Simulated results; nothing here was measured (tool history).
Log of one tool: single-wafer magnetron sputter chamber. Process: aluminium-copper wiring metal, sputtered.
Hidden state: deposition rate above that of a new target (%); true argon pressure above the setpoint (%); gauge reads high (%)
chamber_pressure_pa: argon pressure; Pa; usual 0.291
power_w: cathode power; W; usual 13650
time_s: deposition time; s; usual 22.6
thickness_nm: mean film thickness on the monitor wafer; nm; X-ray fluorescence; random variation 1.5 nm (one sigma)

| run | day | chamber_pressure_pa | power_w | time_s | wafers since the last listed run | wafers on the sputter target | hours since the last manometer calibration | hours since the magnet pack was replaced | hours since the gauge calibration | read-back reference wafer on the same gauge, thickness_nm | thickness_nm |
|---|---|---|---|---|---|---|---|---|---|---|---|
| 1 | 0 | 0.291 | 13650 | 25.2 | 0 | 7219 | 846 | 10027.3 | 670.5 | 573.894 | 611.751 |
|  | 0.958 | sputter target and shields replaced |
| 2 | 4.892 | 0.291 | 13650 | 25.2 | 3361 | 2901 | 963.4 | 10144.7 | 787.9 | 573.593 | 613.72 |
| 3 | 7.508 | 0.291 | 13650 | 25.2 | 1929 | 4831 | 1026.2 | 10207.5 | 850.7 | 573.359 | 611.289 |
| 4 | 9.8 | 0.291 | 12450 | 22.6 | 1690 | 6521 | 1081.2 | 10262.5 | 905.7 | 573.593 | 505.329 |
|  | 11.45 | sputter target and shields replaced |
| 5 | 11.667 | 0.291 | 13650 | 22.6 | 1130 | 159 | 1126 | 10307.3 | 950.5 | 573.04 | 546.118 |
| 6 | 14.067 | 0.291 | 13650 | 22.6 | 1769 | 1929 | 1183.6 | 10364.9 | 1008.1 | 573.3 | 549.188 |
|  | 15.233 | capacitance manometer re-zeroed and calibrated |
| 7 | 15.675 | 0.258 | 13650 | 25.9 | 940 | 2869 | 10.6 | 10403.5 | 1046.7 | 573.458 | 628.548 |
|  | 17.279 | gauge calibrated |
|  | 20.158 | sputter target and shields replaced |
| 8 | 20.179 | 0.258 | 13650 | 25.9 | 3075 | 15 | 118.7 | 10511.6 | 69.6 | 580.263 | 641.126 |
| 9 | 21.867 | 0.258 | 13650 | 25.9 | 1244 | 1260 | 159.2 | 10552.1 | 110.1 | 579.673 | 638.344 |
| 10 | 23.892 | 0.291 | 13650 | 21 | 1493 | 2753 | 207.8 | 10600.7 | 158.7 | 577.611 | 512.906 |
| 11 | 26.104 | 0.291 | 12300 | 18.1 | 1631 | 4385 | 260.9 | 10653.8 | 211.8 | 577.697 | 404.417 |
| 12 | 28.588 | 0.291 | 12300 | 18.1 | 1831 | 6216 | 320.5 | 10713.4 | 271.4 | 576.705 | 404.167 |
|  | 30.821 | sputter target and shields replaced |
| 13 | 30.921 | 0.227 | 14550 | 26.8 | 1474 | 74 | 376.5 | 10769.4 | 327.4 | 575.677 | 700.027 |
|  | 33.75 | magnet pack replaced |
| 14 | 34.508 | 0.226 | 12700 | 26.4 | 2399 | 2474 | 462.6 | 18.2 | 413.5 | 575.279 | 612.166 |
| 15 | 36.146 | 0.402 | 15850 | 22.6 | 1207 | 3682 | 501.9 | 57.5 | 452.8 | 574.473 | 605.007 |
| 16 | 38.008 | 0.393 | 13650 | 22.6 | 1373 | 5055 | 546.6 | 102.2 | 497.5 | 574.203 | 532.859 |
|  | 41.558 | sputter target and shields replaced |
| 17 | 41.625 | 0.291 | 12300 | 18.1 | 2421 | 48 | 633.4 | 189 | 584.3 | 573.63 | 400.688 |
| 18 | 43.383 | 0.406 | 10800 | 21.4 | 1296 | 1345 | 675.6 | 231.2 | 626.5 | 573.351 | 413.72 |
| 19 | 46.804 | 0.291 | 13650 | 22.6 | 2522 | 3867 | 757.7 | 313.3 | 708.6 | 573.428 | 548.008 |
| 20 | 48.542 | 0.291 | 13650 | 22.6 | 1281 | 5149 | 799.4 | 355 | 750.3 | 573.013 | 550.027 |

5 ways to go on from here, each from the tool as it stands after run 20. What would each give?
| A | 48.558 | 0.291 | 13650 | 22.6 | 12 | 5161 | 799.8 | 355.4 | 750.7 | ? | ? |
| B | 48.558 | 0.363 | 13650 | 18.9 | 12 | 5161 | 799.8 | 355.4 | 750.7 | ? | ? |
| C | 48.558 | 0.349 | 14550 | 20.8 | 12 | 5161 | 799.8 | 355.4 | 750.7 | ? | ? |
| D | 48.558 | 0.291 | 13650 | 20.6 | 12 | 5161 | 799.8 | 355.4 | 750.7 | ? | ? |
| E | 48.558 | 0.291 | 12150 | 22.6 | 12 | 5161 | 799.8 | 355.4 | 750.7 | ? | ? |

| run | read-back reference wafer on the same gauge, thickness_nm | thickness_nm |
|---|---|---|
| A | 572.655 | 545.462 |
| B | 572.655 | 447.502 |
| C | 572.655 | 522.361 |
| D | 572.655 | 497.191 |
| E | 572.655 | 493.896 |
Without the tool's hidden state the same runs would have given:
| run | thickness_nm |
|---|---|
| A | 553.848 |
| B | 454.381 |
| C | 530.392 |
| D | 504.835 |
| E | 501.489 |
